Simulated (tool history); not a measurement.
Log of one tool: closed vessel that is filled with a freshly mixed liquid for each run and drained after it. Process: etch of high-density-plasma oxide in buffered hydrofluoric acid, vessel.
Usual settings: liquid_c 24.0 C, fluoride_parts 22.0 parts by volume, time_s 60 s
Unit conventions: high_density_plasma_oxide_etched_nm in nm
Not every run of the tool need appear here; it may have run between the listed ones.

run	day	liquid_c	fluoride_parts	time_s	read-back film thickness of the high-density-plasma oxide reference wafer, read on the same gauge (nm)	high_density_plasma_oxide_etched_nm
1	0.000	24.0	22.0	60	140.01	44.51
2	0.508	24.0	22.0	60	140.00	44.46
3	1.642	24.0	22.0	60	140.00	44.54
4	2.433	24.0	22.0	60	139.98	44.53
5	3.675	22.5	22.0	60	140.00	41.68
# day 3.833: thermometer replaced
# day 4.254: hydrofluoric acid flow meter replaced
6	4.775	22.5	22.0	60	140.01	33.89
7	5.612	24.0	22.0	60	140.03	37.10
# day 6.725: gauge calibrated
8	6.888	21.5	30.0	75	139.99	32.57
9	7.938	20.0	14.0	70	139.98	53.15
10	8.546	24.0	18.0	60	139.99	44.22
11	9.354	28.0	16.0	60	140.02	61.47
12	10.542	24.0	22.0	80	139.98	50.15
13	11.483	24.0	22.0	60	140.00	37.65
14	12.558	24.0	29.5	60	140.01	30.96

Forecast each of these 3 alternatives for the next run:
A	12.588	24.0	22.0	95	?	?
B	12.588	20.0	28.5	45	?	?
C	12.588	28.0	25.0	70	?	?

run	read-back film thickness of the high-density-plasma oxide reference wafer, read on the same gauge (nm)	high_density_plasma_oxide_etched_nm
A	140.00	60.11
B	140.00	19.09
C	140.00	50.36
Had the tool no hidden state, the same runs would have come out as:
run	high_density_plasma_oxide_etched_nm
A	57.70
B	18.31
C	48.37

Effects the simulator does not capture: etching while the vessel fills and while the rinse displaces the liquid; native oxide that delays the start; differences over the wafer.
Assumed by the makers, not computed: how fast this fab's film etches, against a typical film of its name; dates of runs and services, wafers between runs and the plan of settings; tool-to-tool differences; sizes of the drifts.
